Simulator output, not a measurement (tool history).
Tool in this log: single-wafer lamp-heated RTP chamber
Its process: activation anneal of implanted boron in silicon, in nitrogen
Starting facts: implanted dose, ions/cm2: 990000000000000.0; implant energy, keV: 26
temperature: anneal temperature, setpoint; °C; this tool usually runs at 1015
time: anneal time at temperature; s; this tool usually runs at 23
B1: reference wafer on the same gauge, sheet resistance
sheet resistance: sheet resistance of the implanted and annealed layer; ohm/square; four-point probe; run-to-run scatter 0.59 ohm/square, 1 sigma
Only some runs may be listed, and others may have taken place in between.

Run 1, hour 0.0: usual settings but time 15 s; B1 93.63. Result: sheet resistance 118.47 ohm/square.
Run 2, hour 24.2: usual settings; B1 93.65. Result: sheet resistance 117.23 ohm/square.
Run 3, hour 54.5: usual settings; B1 93.76. Result: sheet resistance 117.34 ohm/square.
Run 4, hour 87.8: usual settings but temperature 1037 °C; B1 93.80. Result: sheet resistance 115.77 ohm/square.
Run 5, hour 118.9: usual settings but temperature 1037 °C; B1 93.86. Result: sheet resistance 115.94 ohm/square.
Run 6, hour 145.1: usual settings but temperature 1001 °C; B1 94.08. Result: sheet resistance 119.54 ohm/square.
Run 7, hour 163.6: usual settings but temperature 1001 °C; B1 94.21. Result: sheet resistance 119.68 ohm/square.
Run 8, hour 183.5: usual settings; B1 94.29. Result: sheet resistance 117.95 ohm/square.
Run 9, hour 213.4: usual settings; B1 94.48. Result: sheet resistance 118.19 ohm/square.
At hour 231.6: gauge calibrated.
Run 10, hour 234.5: usual settings but temperature 998 °C; B1 91.35. Result: sheet resistance 116.96 ohm/square.
Run 11, hour 246.9: usual settings but temperature 998 °C; B1 91.32. Result: sheet resistance 117.27 ohm/square.
Run 12, hour 263.6: usual settings but time 30 s; B1 91.38. Result: sheet resistance 113.81 ohm/square.
Run 13, hour 294.6: usual settings but temperature 1035 °C; B1 91.54. Result: sheet resistance 112.46 ohm/square.
Run 14, hour 330.1: usual settings but temperature 1035 °C; B1 91.68. Result: sheet resistance 113.66 ohm/square.
Run 15, hour 361.1: usual settings but temperature 1035 °C; B1 91.68. Result: sheet resistance 112.61 ohm/square.
Run 16, hour 448.9: usual settings; B1 92.05. Result: sheet resistance 114.75 ohm/square.
Run 17, hour 465.4: usual settings but temperature 992 °C, time 17 s; B1 92.10. Result: sheet resistance 121.45 ohm/square.
Run 18, hour 494.1: usual settings; B1 92.23. Result: sheet resistance 115.99 ohm/square.
At hour 513.7: pyrometer window cleaned and pyrometer calibrated.
Run 19, hour 514.2: usual settings; B1 92.33. Result: sheet resistance 114.49 ohm/square.
Run 20, hour 532.4: usual settings; B1 92.30. Result: sheet resistance 115.15 ohm/square.
Run 21, hour 551.4: usual settings but temperature 1004 °C; B1 92.46. Result: sheet resistance 116.20 ohm/square.
Run 22, hour 575.9: usual settings but temperature 993 °C, time 29 s; B1 92.40. Result: sheet resistance 119.57 ohm/square.
At hour 590.2: reflector plate cleaned.
Run 23, hour 604.4: usual settings but temperature 986 °C; B1 92.75. Result: sheet resistance 124.34 ohm/square.
Run 24, hour 617.6: usual settings but temperature 996 °C, time 27 s; B1 92.65. Result: sheet resistance 119.26 ohm/square.
Run 25, hour 653.6: usual settings but temperature 1030 °C, time 16 s; B1 92.73. Result: sheet resistance 114.95 ohm/square.
Run 26, hour 669.3: usual settings but temperature 1004 °C, time 12 s; B1 92.82. Result: sheet resistance 119.35 ohm/square.
Run 27, hour 704.9: usual settings but temperature 1031 °C, time 28 s; B1 92.87. Result: sheet resistance 113.95 ohm/square.

Run 28 has not been measured yet. What should we expect?
Run 28, hour 731.0: usual settings; B1 ?. Result: sheet resistance ?.

{"run 28": {"B1": 93.04, "sheet resistance": 115.4}}
Had the tool carried no hidden state, the very same run would have given sheet resistance 112.92 ohm/square.

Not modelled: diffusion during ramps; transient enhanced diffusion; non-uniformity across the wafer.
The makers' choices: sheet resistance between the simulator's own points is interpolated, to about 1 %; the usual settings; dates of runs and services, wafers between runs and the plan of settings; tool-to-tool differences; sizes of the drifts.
